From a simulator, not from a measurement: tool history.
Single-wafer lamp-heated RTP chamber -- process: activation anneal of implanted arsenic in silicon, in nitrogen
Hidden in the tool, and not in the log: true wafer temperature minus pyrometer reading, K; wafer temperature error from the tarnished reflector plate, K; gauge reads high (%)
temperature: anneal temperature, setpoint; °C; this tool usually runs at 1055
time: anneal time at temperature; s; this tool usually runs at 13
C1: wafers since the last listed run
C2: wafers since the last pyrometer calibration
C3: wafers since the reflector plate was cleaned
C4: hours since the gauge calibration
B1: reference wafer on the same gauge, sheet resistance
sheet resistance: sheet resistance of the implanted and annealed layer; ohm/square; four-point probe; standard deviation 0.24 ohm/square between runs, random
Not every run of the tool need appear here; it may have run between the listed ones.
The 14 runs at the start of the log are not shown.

{"run": 15, "hour": 180.2, "temperature": 1069, "time": 7, "C1": 164, "C2": 4019, "C3": 12164, "C4": 257.7, "B1": 182.02, "sheet resistance": 163.76}
{"run": 16, "hour": 192.9, "temperature": 1055, "time": 13, "C1": 168, "C2": 4188, "C3": 12332, "C4": 270.4, "B1": 182.03, "sheet resistance": 161.5}
{"run": 17, "hour": 202.5, "temperature": 1073, "time": 5, "C1": 127, "C2": 4315, "C3": 12460, "C4": 280, "B1": 182.01, "sheet resistance": 165.47}
{"run": 18, "hour": 215.1, "temperature": 1074, "time": 18, "C1": 167, "C2": 4483, "C3": 12627, "C4": 292.6, "B1": 182, "sheet resistance": 156.86}
{"run": 19, "hour": 222.9, "temperature": 1082, "time": 13, "C1": 103, "C2": 4586, "C3": 12731, "C4": 300.4, "B1": 181.99, "sheet resistance": 158.06}
{"hour": 243.5, "done": "reflector plate cleaned"}
{"run": 20, "hour": 244.0, "temperature": 1055, "time": 13, "C1": 173, "C2": 4760, "C3": 7, "C4": 321.5, "B1": 181.98, "sheet resistance": 161.67}
{"run": 21, "hour": 251.7, "temperature": 1055, "time": 7, "C1": 102, "C2": 4863, "C3": 109, "C4": 329.2, "B1": 181.99, "sheet resistance": 165.72}
{"hour": 261.4, "done": "pyrometer window cleaned and pyrometer calibrated"}
{"run": 22, "hour": 265.5, "temperature": 1055, "time": 13, "C1": 77, "C2": 53, "C3": 186, "C4": 343, "B1": 182.06, "sheet resistance": 163.01}
{"run": 23, "hour": 281.4, "temperature": 1055, "time": 13, "C1": 211, "C2": 264, "C3": 397, "C4": 358.9, "B1": 181.98, "sheet resistance": 162.58}

Forecast run 24:
{"hour": 295.3, "done": "gauge calibrated"}
{"run": 24, "hour": 299.4, "temperature": 1066, "time": 13, "C1": 239, "C2": 504, "C3": 636, "C4": 4.1, "B1": "?", "sheet resistance": "?"}

Logged for run 24: B1 181.97, sheet resistance 160.88 ohm/square.
On a tool with no hidden condition, and with the same random variation, this run would have come out at sheet resistance 161.31 ohm/square.

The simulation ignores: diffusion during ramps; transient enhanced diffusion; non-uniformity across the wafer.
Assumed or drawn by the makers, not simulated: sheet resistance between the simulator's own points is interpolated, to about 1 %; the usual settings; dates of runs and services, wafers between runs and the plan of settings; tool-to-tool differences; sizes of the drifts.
